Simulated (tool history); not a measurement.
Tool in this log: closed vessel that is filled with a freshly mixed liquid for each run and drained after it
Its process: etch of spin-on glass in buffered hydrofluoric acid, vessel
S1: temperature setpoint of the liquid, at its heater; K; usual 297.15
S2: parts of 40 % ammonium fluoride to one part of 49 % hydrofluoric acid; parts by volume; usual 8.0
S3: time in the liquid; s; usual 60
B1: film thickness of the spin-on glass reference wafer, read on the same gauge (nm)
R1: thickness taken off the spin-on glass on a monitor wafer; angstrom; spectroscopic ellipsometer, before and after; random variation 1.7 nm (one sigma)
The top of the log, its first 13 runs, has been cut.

Run 14, hour 1212.5: usual settings; B1 120.05. Result: R1 1928.3 angstrom.
At hour 1254.1: thermometer replaced.
Run 15, hour 1287.0: usual settings; B1 120.00. Result: R1 2025.4 angstrom.
Run 16, hour 1383.4: usual settings but S3 35 s; B1 119.97. Result: R1 1138.8 angstrom.
Run 17, hour 1481.1: usual settings but S2 9.0 parts by volume, S3 70 s; B1 120.02. Result: R1 2057.7 angstrom.
Run 18, hour 1544.0: usual settings but S1 292.65 K, S2 10.0 parts by volume; B1 119.99. Result: R1 1246.9 angstrom.
Run 19, hour 1640.4: usual settings but S1 295.15 K, S2 11.0 parts by volume, S3 30 s; B1 120.05. Result: R1 650.0 angstrom.
Run 20, hour 1708.1: usual settings; B1 120.01. Result: R1 1921.4 angstrom.
Run 21, hour 1763.9: usual settings but S2 10.0 parts by volume; B1 119.98. Result: R1 1585.0 angstrom.
Run 22, hour 1843.0: usual settings but S1 293.65 K, S2 10.5 parts by volume; B1 120.03. Result: R1 1224.9 angstrom.
Run 23, hour 1935.9: usual settings but S3 45 s; B1 120.01. Result: R1 1390.5 angstrom.
Run 24, hour 2008.4: usual settings but S1 295.15 K, S2 5.5 parts by volume; B1 119.98. Result: R1 2426.5 angstrom.
Run 25, hour 2088.6: usual settings but S1 293.15 K, S2 7.0 parts by volume, S3 90 s; B1 119.98. Result: R1 2563.0 angstrom.
At hour 2183.1: hydrofluoric acid flow meter replaced.
Run 26, hour 2392.9: usual settings but S1 292.65 K, S2 10.5 parts by volume; B1 119.99. Result: R1 1249.5 angstrom.
Run 27, hour 2448.4: usual settings but S1 294.65 K, S3 90 s; B1 119.97. Result: R1 2580.7 angstrom.
Run 28, hour 2513.7: usual settings but S1 293.65 K, S2 5.5 parts by volume, S3 85 s; B1 120.01. Result: R1 3366.5 angstrom.
Run 29, hour 2604.9: usual settings but S1 295.65 K, S2 7.0 parts by volume, S3 75 s; B1 119.99. Result: R1 2600.4 angstrom.
Run 30, hour 2687.3: usual settings but S1 301.15 K, S2 10.5 parts by volume, S3 40 s; B1 120.04. Result: R1 1266.4 angstrom.
Run 31, hour 2733.1: usual settings but S1 295.65 K, S3 75 s; B1 120.01. Result: R1 2238.8 angstrom.
Run 32, hour 2791.0: usual settings but S1 294.65 K; B1 120.00. Result: R1 1687.6 angstrom.
Run 33, hour 2984.9: usual settings but S1 299.15 K, S2 7.0 parts by volume, S3 40 s; B1 120.02. Result: R1 1610.2 angstrom.
Run 34, hour 3089.8: usual settings but S1 299.65 K, S2 9.5 parts by volume, S3 30 s; B1 120.01. Result: R1 935.6 angstrom.

3 options for the next run, each taken on its own from the tool as it stands now. Forecast them:
Run A, hour 3090.5: usual settings but S2 5.5 parts by volume; B1 ?. Result: R1 ?.
Run B, hour 3090.5: usual settings but S2 11.0 parts by volume, S3 70 s; B1 ?. Result: R1 ?.
Run C, hour 3090.5: usual settings but S1 299.15 K, S2 5.5 parts by volume, S3 35 s; B1 ?. Result: R1 ?.

run      B1      R1
  A  120.00  2727.6
  B  120.00  1664.8
  C  120.00  1773.5
Had the tool no hidden state, the same runs would have come out as:
run      R1
  A  2993.7
  B  1844.8
  C  1945.6

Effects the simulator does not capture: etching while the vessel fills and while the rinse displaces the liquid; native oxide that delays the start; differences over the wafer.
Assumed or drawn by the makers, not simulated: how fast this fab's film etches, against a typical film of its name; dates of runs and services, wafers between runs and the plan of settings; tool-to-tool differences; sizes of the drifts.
